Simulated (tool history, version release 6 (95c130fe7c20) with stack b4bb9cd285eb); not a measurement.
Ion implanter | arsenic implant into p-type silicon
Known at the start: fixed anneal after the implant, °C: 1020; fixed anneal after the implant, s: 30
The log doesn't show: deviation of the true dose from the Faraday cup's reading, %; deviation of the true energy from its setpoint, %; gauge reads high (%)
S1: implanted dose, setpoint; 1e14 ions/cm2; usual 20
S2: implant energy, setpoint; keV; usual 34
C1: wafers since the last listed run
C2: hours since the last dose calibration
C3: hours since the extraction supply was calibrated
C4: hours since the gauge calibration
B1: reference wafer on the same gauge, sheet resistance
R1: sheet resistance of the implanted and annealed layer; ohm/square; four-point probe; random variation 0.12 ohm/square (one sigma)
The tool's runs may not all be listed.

run	hour	S1	S2	C1	C2	C3	C4	B1	R1
1	0	20	34	0	1487.5	3915.6	1724.9	67.32	83.1
2	108	20	34	2362	1595.5	4023.6	1832.9	67.28	82.85
3	206.8	20	34	2161	1694.3	4122.4	1931.7	67.32	83.13
4	306.5	20	34	2181	1794	4222.1	2031.4	67.3	82.84
5	547	20	34	5261	2034.5	4462.6	2271.9	67.3	82.98
6	630	20	34	1815	2117.5	4545.6	2354.9	67.3	82.97
# hour 808.1: Faraday cup replaced and dose calibrated
# hour 867.9: gauge calibrated
7	941.4	20	34	6637	133.3	4857	73.5	67.3	82.27
8	1017.4	20	34	1662	209.3	4933	149.5	67.28	82.25
9	1104.7	20	34	1909	296.6	5020.3	236.8	67.34	82.21
10	1259.7	20	34	3391	451.6	5175.3	391.8	67.34	82.47
11	1366.9	20	34	2345	558.8	5282.5	499	67.29	82.42
12	1424.5	20	34	1260	616.4	5340.1	556.6	67.35	82.36
13	1507	20	34	1804	698.9	5422.6	639.1	67.27	82.2
14	1608.3	20	28	2216	800.2	5523.9	740.4	67.31	87.34
15	1697.3	21.8	38	1947	889.2	5612.9	829.4	67.28	76.65
16	1735.7	22.41	39	840	927.6	5651.3	867.8	67.29	75.2
17	1773.1	22.41	39	818	965	5688.7	905.2	67.29	75.4
18	1821.9	14.14	26.5	1067	1013.8	5737.5	954	67.24	102.45
# hour 1912.1: extraction supply calibrated
19	1928.1	20	34	2148	1120	16	1060.2	67.29	83.37
20	2027.2	24	38.5	2168	1219.1	115.1	1159.3	67.28	74.79
21	2117.2	23.01	23.5	1969	1309.1	205.1	1249.3	67.33	88.63
22	2209.2	20	39.5	2012	1401.1	297.1	1341.3	67.36	79.68
23	2248.6	15.95	29	862	1440.5	336.5	1380.7	67.35	95.87
24	2324.8	20	34	1667	1516.7	412.7	1456.9	67.31	83.39
25	2376.8	15.94	42	1137	1568.7	464.7	1508.9	67.27	87.33
26	2470.3	25.76	40.5	2045	1662.2	558.2	1602.4	67.3	71.87
27	2570	20	44.5	2181	1761.9	657.9	1702.1	67.29	76.95
28	2619.1	24.35	42.5	1074	1811	707	1751.2	67.31	71.91

Hidden state at the last listed run before each entry between runs and at the first one after, where it differs:
Between runs 6 and 7: Faraday cup replaced and dose calibrated (hour 808.1); gauge calibrated (hour 867.9)
  deviation of the true dose from the Faraday cup's reading, %: -1.79 -> -0.352; deviation of the true energy from its setpoint, %: 1.77 -> 2.08
  measured less the result without the state, R1: +0.16 -> -0.4 ohm/square
Between runs 18 and 19: extraction supply calibrated (hour 1912.1)
  deviation of the true dose from the Faraday cup's reading, %: -1.52 -> -1.6; deviation of the true energy from its setpoint, %: 3.1 -> -0.616
  measured less the result without the state, R1: +0.13 -> +0.68 ohm/square
